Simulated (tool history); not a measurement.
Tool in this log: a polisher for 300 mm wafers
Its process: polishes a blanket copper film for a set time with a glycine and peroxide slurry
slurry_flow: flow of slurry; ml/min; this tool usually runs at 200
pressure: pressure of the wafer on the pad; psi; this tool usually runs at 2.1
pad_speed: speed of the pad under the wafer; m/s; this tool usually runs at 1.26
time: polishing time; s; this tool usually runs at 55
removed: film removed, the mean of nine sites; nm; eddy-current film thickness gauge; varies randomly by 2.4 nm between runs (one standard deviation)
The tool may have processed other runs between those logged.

| run | hour | slurry_flow | pressure | pad_speed | time | incoming thickness of the incoming film, nm | removed |
|---|---|---|---|---|---|---|---|
| 1 | 0 | 200 | 2.1 | 1.16 | 55 | 2120.7 | 290.4 |
| 2 | 29.2 | 200 | 1.7 | 1.26 | 55 | 2060.8 | 267.1 |
| 3 | 68 | 200 | 1.7 | 1.26 | 55 | 2065.3 | 262.7 |
| 4 | 132 | 200 | 1.7 | 1.26 | 55 | 2076.7 | 263.5 |
| 5 | 178.8 | 200 | 2.1 | 1.26 | 70 | 2068 | 380.9 |
| 6 | 228.3 | 200 | 2.1 | 1.26 | 70 | 2070.4 | 380.3 |
|  | 283.2 | worn pad replaced by a new one |
|  | 284.4 | slurry nozzle cleaned |
| 7 | 290.9 | 200 | 2.1 | 1.26 | 70 | 2042.4 | 408 |
|  | 325.5 | head pressure recalibrated |
| 8 | 333.9 | 220 | 2.1 | 1.26 | 55 | 2047.5 | 322.1 |
| 9 | 369.2 | 220 | 2.1 | 1.26 | 55 | 2086.9 | 317.2 |
| 10 | 399.2 | 165 | 2.1 | 1.26 | 55 | 2105.6 | 303.2 |
| 11 | 430.9 | 165 | 2.1 | 1.26 | 55 | 2094.4 | 302 |
| 12 | 501.5 | 250 | 2.1 | 1.26 | 55 | 2105.1 | 316.4 |
| 13 | 607 | 200 | 2.1 | 1.26 | 55 | 2058 | 305.3 |
| 14 | 632.4 | 200 | 2.1 | 1.26 | 55 | 2095.9 | 306.9 |
| 15 | 701.8 | 255 | 2.1 | 0.84 | 73 | 2113.9 | 320.6 |
|  | 729.2 | slurry nozzle cleaned |
| 16 | 740.8 | 230 | 2.1 | 0.94 | 46 | 2060.8 | 222.3 |
|  | 752.8 | worn pad replaced by a new one |
|  | 756.1 | head pressure recalibrated |
| 17 | 768.7 | 200 | 2.1 | 1.26 | 55 | 2048.2 | 318.6 |
| 18 | 823.8 | 200 | 2.1 | 1.16 | 55 | 2069.4 | 299.4 |
| 19 | 894 | 200 | 2.1 | 1.26 | 55 | 2109.3 | 310.6 |
| 20 | 948.2 | 170 | 2.1 | 1.6 | 55 | 2098.4 | 353.4 |
| 21 | 1002 | 200 | 2.5 | 0.94 | 69 | 2057.6 | 347.7 |
| 22 | 1053.6 | 145 | 2.7 | 1.44 | 55 | 2072.8 | 370.6 |
| 23 | 1088.9 | 225 | 2.1 | 1.26 | 55 | 2059.5 | 308.7 |
|  | 1117 | slurry nozzle cleaned |
| 24 | 1157.4 | 200 | 2.1 | 1.26 | 42 | 2099.5 | 245.5 |
|  | 1194.3 | worn pad replaced by a new one |
| 25 | 1194.8 | 200 | 2.1 | 1.26 | 42 | 2124.4 | 242.1 |
|  | 1256.7 | head pressure recalibrated |
| 26 | 1258.5 | 130 | 2.1 | 1.26 | 55 | 2103.4 | 282.7 |
| 27 | 1311.2 | 200 | 2.1 | 1.26 | 55 | 2116.2 | 305.2 |
| 28 | 1341.8 | 200 | 2.1 | 1.44 | 55 | 2082.4 | 336.4 |
| 29 | 1409.2 | 200 | 2.1 | 1.26 | 55 | 2098.9 | 303.3 |
| 30 | 1441.4 | 200 | 2.1 | 1.62 | 55 | 2047.4 | 364.6 |
| 31 | 1478.8 | 200 | 2.1 | 0.94 | 39 | 2044.7 | 176 |
|  | 1544.1 | slurry nozzle cleaned |
| 32 | 1549.5 | 200 | 1.6 | 1.42 | 55 | 2081.9 | 296.9 |
| 33 | 1592.4 | 200 | 2.1 | 1.26 | 55 | 2046.8 | 315.1 |
|  | 1614.7 | worn pad replaced by a new one |
| 34 | 1653.1 | 200 | 1.9 | 1.08 | 55 | 2080.9 | 261 |
| 35 | 1724.8 | 200 | 2.7 | 1.26 | 55 | 2063.5 | 365.9 |
|  | 1747 | head pressure recalibrated |
| 36 | 1786.2 | 200 | 2.1 | 1.26 | 55 | 2107.7 | 304.5 |

Per-run results on a tool with no hidden state, each run keeping its own random variation:
What the log doesn't record here: removal rate lost through wear of the pad, %; slurry flow missing at the pad, %; deviation of the head's pressure from its setpoint, %.
| run | removed |
|---|---|
| 1 | 308.8 |
| 2 | 285.6 |
| 3 | 282.5 |
| 4 | 285.4 |
| 5 | 414.1 |
| 6 | 414.6 |
| 7 | 409.5 |
| 8 | 327.4 |
| 9 | 325.5 |
| 10 | 317.1 |
| 11 | 318.7 |
| 12 | 331.2 |
| 13 | 327.3 |
| 14 | 329.6 |
| 15 | 340 |
| 16 | 223.3 |
| 17 | 323.4 |
| 18 | 309 |
| 19 | 326 |
| 20 | 378.4 |
| 21 | 371.1 |
| 22 | 408.4 |
| 23 | 329.2 |
| 24 | 249.5 |
| 25 | 249 |
| 26 | 303 |
| 27 | 322.6 |
| 28 | 357.3 |
| 29 | 324.8 |
| 30 | 391.6 |
| 31 | 189.6 |
| 32 | 298.6 |
| 33 | 321.8 |
| 34 | 271.5 |
| 35 | 386.9 |
| 36 | 325.3 |
